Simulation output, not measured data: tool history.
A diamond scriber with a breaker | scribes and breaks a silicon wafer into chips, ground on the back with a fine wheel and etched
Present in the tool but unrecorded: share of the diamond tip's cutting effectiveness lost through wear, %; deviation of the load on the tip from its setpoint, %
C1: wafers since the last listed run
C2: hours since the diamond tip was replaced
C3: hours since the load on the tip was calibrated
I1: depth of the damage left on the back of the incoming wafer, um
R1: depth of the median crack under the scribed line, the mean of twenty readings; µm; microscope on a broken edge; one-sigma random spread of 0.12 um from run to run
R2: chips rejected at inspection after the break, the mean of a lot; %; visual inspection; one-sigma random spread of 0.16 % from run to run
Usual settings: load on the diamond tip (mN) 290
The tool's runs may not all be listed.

Run 1, hour 0: usual settings; C1 0; C2 671.1; C3 1377.7; I1 0.65. Result: R1 12.26 µm, R2 3.16 %.
Run 2, hour 24.7: usual settings; C1 87; C2 695.8; C3 1402.4; I1 0.66. Result: R1 12.1 µm, R2 3.54 %.
Run 3, hour 55.8: usual settings; C1 110; C2 726.9; C3 1433.5; I1 0.51. Result: R1 12.23 µm, R2 3.7 %.
Run 4, hour 143.1: usual settings; C1 310; C2 814.2; C3 1520.8; I1 0.37. Result: R1 12.12 µm, R2 3.78 %.
Run 5, hour 172.7: usual settings but load on the diamond tip (mN) 327; C1 105; C2 843.8; C3 1550.4; I1 0.72. Result: R1 12.55 µm, R2 2.43 %.
Run 6, hour 207.4: usual settings but load on the diamond tip (mN) 235; C1 123; C2 878.5; C3 1585.1; I1 0.59. Result: R1 10.54 µm, R2 10.54 %.
At hour 283.6: load on the tip recalibrated.
Run 7, hour 305.2: usual settings but load on the diamond tip (mN) 352; C1 340; C2 976.3; C3 21.6; I1 0.65. Result: R1 14.28 µm, R2 2.74 %.
Run 8, hour 340.3: usual settings but load on the diamond tip (mN) 350; C1 124; C2 1011.4; C3 56.7; I1 0.55. Result: R1 14.15 µm, R2 2.09 %.
Run 9, hour 362.7: usual settings; C1 79; C2 1033.8; C3 79.1; I1 0.69. Result: R1 12.7 µm, R2 2.71 %.
Run 10, hour 385.2: usual settings; C1 79; C2 1056.3; C3 101.6; I1 0.76. Result: R1 12.53 µm, R2 2.53 %.
Run 11, hour 399: usual settings; C1 49; C2 1070.1; C3 115.4; I1 0.49. Result: R1 12.54 µm, R2 2.45 %.
Run 12, hour 414.8: usual settings; C1 56; C2 1085.9; C3 131.2; I1 0.58. Result: R1 12.68 µm, R2 2.84 %.
Run 13, hour 428.9: usual settings but load on the diamond tip (mN) 239; C1 50; C2 1100; C3 145.3; I1 0.56. Result: R1 11.07 µm, R2 8.13 %.
Run 14, hour 453.2: usual settings but load on the diamond tip (mN) 239; C1 86; C2 1124.3; C3 169.6; I1 0.44. Result: R1 11.19 µm, R2 6.72 %.
Run 15, hour 487.9: usual settings but load on the diamond tip (mN) 326; C1 123; C2 1159; C3 204.3; I1 0.42. Result: R1 13.24 µm, R2 1.81 %.
Run 16, hour 509.1: usual settings; C1 75; C2 1180.2; C3 225.5; I1 0.5. Result: R1 12.14 µm, R2 3.25 %.
Run 17, hour 526.7: usual settings but load on the diamond tip (mN) 252; C1 62; C2 1197.8; C3 243.1; I1 0.39. Result: R1 11.38 µm, R2 6.67 %.
At hour 535.3: diamond tip replaced by a new one.
Run 18, hour 556.6: usual settings but load on the diamond tip (mN) 240; C1 99; C2 21.3; C3 273; I1 0.56. Result: R1 12.09 µm, R2 3.93 %.
Run 19, hour 597.4: usual settings; C1 144; C2 62.1; C3 313.8; I1 0.68. Result: R1 13.52 µm, R2 2.12 %.

What will run 20 give?
Run 20, hour 630.3: usual settings but load on the diamond tip (mN) 255; C1 116; C2 95; C3 346.7; I1 0.76. Result: R1 ?, R2 ?.

Run 20 came out at R1 12.48 µm, R2 3.24 %.
With the hidden condition absent and the run-to-run variation left alone, this run would have shown R1 12.69 µm, R2 2.85 %.
